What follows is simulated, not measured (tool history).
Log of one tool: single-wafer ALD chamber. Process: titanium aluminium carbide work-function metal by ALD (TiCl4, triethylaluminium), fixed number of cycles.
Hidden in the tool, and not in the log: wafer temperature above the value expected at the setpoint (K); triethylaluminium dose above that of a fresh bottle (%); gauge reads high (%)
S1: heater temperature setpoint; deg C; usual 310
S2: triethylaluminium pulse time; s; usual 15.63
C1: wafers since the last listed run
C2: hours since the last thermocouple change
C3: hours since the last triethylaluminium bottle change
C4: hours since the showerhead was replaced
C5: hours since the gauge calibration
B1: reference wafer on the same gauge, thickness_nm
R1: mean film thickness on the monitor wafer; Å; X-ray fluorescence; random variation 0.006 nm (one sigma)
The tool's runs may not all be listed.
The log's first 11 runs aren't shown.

run 12 hour=293.9 | S1=310 S2=15.63 | C1=629 C2=2214.8 C3=1759.0 C4=5418.1 C5=536.1 | B1=2.138 | R1=23.16
run 13 hour=309.6 | S1=310 S2=15.63 | C1=145 C2=2230.5 C3=1774.7 C4=5433.8 C5=551.8 | B1=2.141 | R1=23.29
run 14 hour=336.5 | S1=320 S2=15.63 | C1=249 C2=2257.4 C3=1801.6 C4=5460.7 C5=578.7 | B1=2.140 | R1=24.46
run 15 hour=357.9 | S1=320 S2=15.63 | C1=198 C2=2278.8 C3=1823.0 C4=5482.1 C5=600.1 | B1=2.141 | R1=24.35
run 16 hour=383.6 | S1=320 S2=15.63 | C1=237 C2=2304.5 C3=1848.7 C4=5507.8 C5=625.8 | B1=2.140 | R1=24.35
run 17 hour=404.9 | S1=310 S2=9.68 | C1=197 C2=2325.8 C3=1870.0 C4=5529.1 C5=647.1 | B1=2.142 | R1=21.13
-- hour=436.9 showerhead replaced
run 18 hour=437.4 | S1=310 S2=15.63 | C1=226 C2=2358.3 C3=1902.5 C4=0.5 C5=679.6 | B1=2.138 | R1=23.23
-- hour=463.5 thermocouple changed; heater temperature recalibrated
run 19 hour=530.2 | S1=317 S2=9.73 | C1=785 C2=66.7 C3=1995.3 C4=93.3 C5=772.4 | B1=2.141 | R1=21.53
-- hour=551.8 triethylaluminium bottle replaced
run 20 hour=555.0 | S1=325 S2=10.64 | C1=155 C2=91.5 C3=3.2 C4=118.1 C5=797.2 | B1=2.142 | R1=25.08
run 21 hour=587.9 | S1=310 S2=15.63 | C1=304 C2=124.4 C3=36.1 C4=151.0 C5=830.1 | B1=2.139 | R1=24.06
-- hour=599.2 gauge calibrated
run 22 hour=617.4 | S1=303 S2=10.16 | C1=273 C2=153.9 C3=65.6 C4=180.5 C5=18.2 | B1=2.141 | R1=22.59
run 23 hour=629.8 | S1=310 S2=15.63 | C1=114 C2=166.3 C3=78.0 C4=192.9 C5=30.6 | B1=2.140 | R1=23.93
run 24 hour=644.5 | S1=324 S2=17.48 | C1=136 C2=181.0 C3=92.7 C4=207.6 C5=45.3 | B1=2.139 | R1=25.51
run 25 hour=677.5 | S1=310 S2=15.63 | C1=305 C2=214.0 C3=125.7 C4=240.6 C5=78.3 | B1=2.142 | R1=23.97
run 26 hour=693.9 | S1=302 S2=12.44 | C1=151 C2=230.4 C3=142.1 C4=257.0 C5=94.7 | B1=2.138 | R1=22.88
run 27 hour=721.9 | S1=318 S2=18.51 | C1=259 C2=258.4 C3=170.1 C4=285.0 C5=122.7 | B1=2.142 | R1=24.88
run 28 hour=757.8 | S1=310 S2=19.98 | C1=332 C2=294.3 C3=206.0 C4=320.9 C5=158.6 | B1=2.140 | R1=24.06
run 29 hour=789.0 | S1=310 S2=10.18 | C1=288 C2=325.5 C3=237.2 C4=352.1 C5=189.8 | B1=2.139 | R1=23.23
run 30 hour=806.4 | S1=310 S2=13.97 | C1=161 C2=342.9 C3=254.6 C4=369.5 C5=207.2 | B1=2.140 | R1=23.78
run 31 hour=832.9 | S1=310 S2=15.63 | C1=245 C2=369.4 C3=281.1 C4=396.0 C5=233.7 | B1=2.143 | R1=23.86
run 32 hour=848.5 | S1=310 S2=15.63 | C1=144 C2=385.0 C3=296.7 C4=411.6 C5=249.3 | B1=2.140 | R1=23.89
run 33 hour=864.1 | S1=295 S2=15.63 | C1=144 C2=400.6 C3=312.3 C4=427.2 C5=264.9 | B1=2.139 | R1=22.18
run 34 hour=876.4 | S1=310 S2=19.40 | C1=113 C2=412.9 C3=324.6 C4=439.5 C5=277.2 | B1=2.142 | R1=24.04

3 ways to go on from here, each from the tool as it stands after run 34. What would each give?
run A hour=876.8 | S1=310 S2=12.10 | C1=3 C2=413.3 C3=325.0 C4=439.9 C5=277.6 | B1=? | R1=?
run B hour=876.8 | S1=302 S2=10.23 | C1=3 C2=413.3 C3=325.0 C4=439.9 C5=277.6 | B1=? | R1=?
run C hour=876.8 | S1=297 S2=15.63 | C1=3 C2=413.3 C3=325.0 C4=439.9 C5=277.6 | B1=? | R1=?

run=A B1=2.138 R1=23.66
run=B B1=2.138 R1=22.40
run=C B1=2.138 R1=22.49
Without the tool's hidden state the same runs would have given:
run=A R1=23.78
run=B R1=22.57
run=C R1=22.54
